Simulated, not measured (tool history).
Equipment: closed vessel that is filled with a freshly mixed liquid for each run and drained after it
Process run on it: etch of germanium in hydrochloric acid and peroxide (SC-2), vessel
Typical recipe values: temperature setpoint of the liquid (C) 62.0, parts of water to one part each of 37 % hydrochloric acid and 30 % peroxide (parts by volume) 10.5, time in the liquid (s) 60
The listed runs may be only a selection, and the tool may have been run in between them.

run,day,temperature setpoint of the liquid (C),parts of water to one part each of 37 % hydrochloric acid and 30 % peroxide (parts by volume),time in the liquid (s),"read-back film thickness of the germanium reference wafer, read on the same gauge (nm)",thickness taken off the germanium on a monitor wafer (nm)
1,0.000,62.0,7.5,60,135.39,256.60
2,3.129,59.5,10.5,60,135.29,231.19
3,6.404,59.5,10.5,60,135.22,230.93
4,10.071,62.0,10.5,60,135.10,248.94
5,13.050,62.0,10.5,60,135.05,247.87
6,16.058,56.0,10.5,60,134.99,207.27
7,18.512,56.0,10.5,60,134.96,208.52
8,21.429,69.5,8.5,60,139.77,320.95
9,24.808,69.5,8.5,60,139.13,324.48
10,28.721,65.0,7.5,60,138.44,285.45
11,32.583,65.0,7.5,60,137.85,283.57
12,36.225,62.0,10.5,60,137.39,250.93
13,38.088,62.0,10.5,95,137.19,399.04
14,41.362,62.0,10.5,60,136.84,252.21
15,42.883,58.0,7.0,60,136.72,231.69
16,44.412,62.0,7.5,60,136.55,258.99
17,48.258,62.0,10.5,30,136.28,125.28
18,51.792,72.0,8.0,60,136.00,342.12
19,54.638,55.0,10.5,85,135.84,287.52
20,57.958,66.5,10.5,30,135.66,140.60
21,59.746,56.5,10.5,85,135.58,302.05
22,62.246,66.5,13.0,90,135.44,412.90
23,65.742,62.0,10.5,60,135.30,247.90
24,70.183,54.0,10.5,70,135.14,228.28
25,73.442,62.0,10.5,60,135.04,249.05
26,75.350,58.5,10.5,60,134.95,224.96
27,82.925,62.0,14.0,40,134.82,158.28
28,84.742,62.0,10.5,60,134.81,245.76
29,87.829,62.0,10.5,60,134.73,247.07

Withheld: 10 entries from between the runs. Position of each, and hidden state at the listed run before versus the listed run after:
After run 1, before run 2: chemicals flow meter replaced (day 1.900)
  gauge reads high (%): -3.29 -> -3.36
  measured value less the no-hidden-state value, thickness taken off the germanium on a monitor wafer (nm): -8.72 -> -8.03
After run 6, before run 7: new drum of peroxide connected (day 16.617)
  gauge reads high (%): -3.57 -> -3.6
  measured value less the no-hidden-state value, thickness taken off the germanium on a monitor wafer (nm): -7.67 -> -7.78
After run 7, before run 8: gauge calibrated (day 19.296)
  gauge reads high (%): -3.6 -> -0.169
  measured value less the no-hidden-state value, thickness taken off the germanium on a monitor wafer (nm): -7.78 -> -0.55
After run 8, before run 9: thermometer replaced (day 24.346)
  gauge reads high (%): -0.169 -> -0.641
  measured value less the no-hidden-state value, thickness taken off the germanium on a monitor wafer (nm): -0.55 -> -2.09
After run 9, before run 10: chemicals flow meter replaced (day 25.750)
  gauge reads high (%): -0.641 -> -1.12
  measured value less the no-hidden-state value, thickness taken off the germanium on a monitor wafer (nm): -2.09 -> -3.22
After run 12, before run 13: new drum of peroxide connected (day 36.821)
  gauge reads high (%): -1.85 -> -2
  measured value less the no-hidden-state value, thickness taken off the germanium on a monitor wafer (nm): -4.74 -> -8.17
After run 17, before run 18: chemicals flow meter replaced (day 49.404)
  gauge reads high (%): -2.67 -> -2.85
  measured value less the no-hidden-state value, thickness taken off the germanium on a monitor wafer (nm): -3.43 -> -10.04
After run 19, before run 20: new drum of peroxide connected (day 54.950)
  gauge reads high (%): -2.98 -> -3.11
  measured value less the no-hidden-state value, thickness taken off the germanium on a monitor wafer (nm): -8.82 -> -4.51
After run 24, before run 25: chemicals flow meter replaced (day 70.675)
  gauge reads high (%): -3.47 -> -3.54
  measured value less the no-hidden-state value, thickness taken off the germanium on a monitor wafer (nm): -8.20 -> -9.15
After run 25, before run 26: new drum of peroxide connected (day 75.088)
  gauge reads high (%): -3.54 -> -3.58
  measured value less the no-hidden-state value, thickness taken off the germanium on a monitor wafer (nm): -9.15 -> -8.35
